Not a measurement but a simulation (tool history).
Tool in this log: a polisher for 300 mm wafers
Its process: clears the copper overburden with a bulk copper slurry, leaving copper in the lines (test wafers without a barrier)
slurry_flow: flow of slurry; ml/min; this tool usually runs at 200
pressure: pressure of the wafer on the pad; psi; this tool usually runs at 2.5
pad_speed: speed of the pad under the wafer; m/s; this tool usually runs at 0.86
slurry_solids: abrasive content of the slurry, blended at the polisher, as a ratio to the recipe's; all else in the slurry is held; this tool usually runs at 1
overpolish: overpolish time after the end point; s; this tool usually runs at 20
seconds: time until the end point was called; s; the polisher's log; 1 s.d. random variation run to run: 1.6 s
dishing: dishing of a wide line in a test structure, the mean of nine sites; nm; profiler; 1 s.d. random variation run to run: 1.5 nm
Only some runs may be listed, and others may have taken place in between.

run   hour  slurry_flow  pressure  pad_speed  slurry_solids  overpolish  incoming thickness of the incoming film, nm  seconds  dishing
  1      0          200       2.5       0.86              1          20                                        846.4      164     72.5
  2   15.8          200       2.5       0.86              1          20                                        825.3    160.4     70.1
      23.4  -- slurry blender recalibrated
  3   23.9          200       2.5       0.76              1          20                                        833.8    175.8     67.5
  4   41.2          200       2.5       0.76              1          20                                          825      174     68.3
  5     56          200       2.5       0.76              1          20                                        835.5      176     67.8
  6   65.8          200       2.5       0.86            1.2          20                                          828    158.9     71.9
  7   83.7          200       2.5       0.86              1          20                                        829.3    165.1     70.1
  8   92.3          200       2.5       0.86              1          20                                        844.1    167.3     72.4
  9  101.5          255       2.5       0.86           0.85          20                                        820.1    161.8     70.9
 10  116.3          200       2.5       0.86              1          26                                        825.4    162.7     82.4
 11  132.3          155       2.8       0.64            1.1          20                                        823.7    181.7     67.2
     141.3  -- worn pad replaced by a new one
     148.1  -- head pressure recalibrated
 12  149.9          200       3.2       0.58              1          24                                        813.6    157.8     82.7
 13  161.4          200       2.5       0.64            1.1          13                                        822.3    191.4     47.7
 14  210.6          200         2       0.58              1          26                                        823.8    258.1       60
 15  220.7          200       2.5       0.86              1          20                                        831.7    169.4     72.4
     244.3  -- slurry nozzle cleaned
 16  264.4          200       2.5       0.86              1          31                                        836.9      158     92.3
 17  274.5          200       2.5       0.86              1          20                                        840.8    160.5     73.3
 18  288.5          220       2.5       0.86              1          20                                        827.2    155.3     74.1
 19  295.7          200       2.5       0.86              1          20                                        840.6    160.7     72.5
     304.3  -- worn pad replaced by a new one
 20  309.4          200       2.1       0.86              1          20                                          819    186.5     61.8
 21  342.6          200       2.5       0.86              1          20                                        834.3    163.3     72.9
 22  359.6          200       2.3       1.02           0.85          20                                        822.4    158.6     71.4
     367.2  -- slurry blender recalibrated
 23  370.8          135       2.5       0.86              1          29                                        836.2    176.5     86.4
 24  382.6          165       3.2       0.86           1.25          14                                        831.7    126.2     65.1
 25    395          200       2.5       1.06            0.8          16                                          838    149.5     64.2
 26  401.9          150       2.5       0.86           1.25          20                                        828.4      165     68.8
 27  419.2          200       2.5       0.86              1          20                                        820.5    160.5       71
 28  436.7          200         3       0.86              1          20                                        838.3    135.4     82.8

Each row is a separate what-if for the run after 28, all from the same tool condition, not one after another. Results?
  A  437.2          145       2.5       0.86              1          20                                        842.4        ?        ?
  B  437.2          230         3       0.86            0.9          17                                        842.4        ?        ?
  C  437.2          200       2.9       0.86            1.2          20                                        842.4        ?        ?
  D  437.2          200       2.5       0.86            1.3          20                                        842.4        ?        ?

run  seconds  dishing
  A    179.5     66.1
  B    137.9     72.4
  C    138.8     80.1
  D    158.6       72
With the hidden condition removed and each run's random variation left untouched, the same runs would have given:
run  seconds  dishing
  A    164.4     70.3
  B    130.3     75.3
  C    130.1     83.5
  D    148.6     75.2

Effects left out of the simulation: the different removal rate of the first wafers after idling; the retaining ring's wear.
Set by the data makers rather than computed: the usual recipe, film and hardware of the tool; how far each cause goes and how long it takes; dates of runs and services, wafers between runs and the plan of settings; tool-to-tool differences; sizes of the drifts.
